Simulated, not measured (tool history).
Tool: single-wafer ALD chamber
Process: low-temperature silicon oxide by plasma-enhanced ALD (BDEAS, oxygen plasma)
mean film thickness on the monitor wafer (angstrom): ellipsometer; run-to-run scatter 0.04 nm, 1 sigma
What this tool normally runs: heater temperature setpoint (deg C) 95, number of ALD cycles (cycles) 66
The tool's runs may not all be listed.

| run | hour | heater temperature setpoint (deg C) | number of ALD cycles (cycles) | read-back reference wafer on the same gauge, thickness_nm | mean film thickness on the monitor wafer (angstrom) |
|---|---|---|---|---|---|
| 1 | 0 | 95 | 63 | 11.009 | 96.39 |
| 2 | 61.6 | 95 | 63 | 11.002 | 95.78 |
| 3 | 128.2 | 95 | 63 | 11.002 | 96.54 |
| 4 | 180.5 | 95 | 74 | 11.006 | 113.62 |
| 5 | 289.9 | 95 | 74 | 11 | 112.94 |
| 6 | 357.9 | 95 | 66 | 11.003 | 101.57 |
| 7 | 398.5 | 95 | 66 | 10.996 | 101.89 |
| 8 | 442.7 | 95 | 66 | 10.998 | 101.6 |
| 9 | 467.8 | 88 | 73 | 11.01 | 115.26 |
| 10 | 525.6 | 88 | 73 | 10.992 | 115.33 |
| 11 | 579.8 | 95 | 66 | 10.978 | 101.98 |
| 12 | 643.7 | 95 | 71 | 11.003 | 109.78 |
| 13 | 669.9 | 102 | 62 | 10.995 | 92.84 |
|  | 690.9 | gauge calibrated |
| 14 | 729.2 | 95 | 74 | 10.994 | 114.76 |
| 15 | 776.8 | 95 | 63 | 11.005 | 97.78 |
|  | 808.7 | thermocouple changed; heater temperature recalibrated |
| 16 | 809.2 | 95 | 63 | 11.007 | 95.22 |
| 17 | 837.9 | 105 | 55 | 11.004 | 81.34 |
| 18 | 874.8 | 90 | 66 | 11.014 | 101.74 |
| 19 | 935.9 | 95 | 66 | 11.019 | 100.25 |
| 20 | 996.1 | 104 | 66 | 10.992 | 97.9 |

Predict the results of run 21:
| 21 | 1034.8 | 81 | 66 | ? | ? |

read-back reference wafer on the same gauge, thickness_nm: 11.013
mean film thickness on the monitor wafer (angstrom): 105.05
With no hidden state in the tool, this same run would have given mean film thickness on the monitor wafer (angstrom) 104.
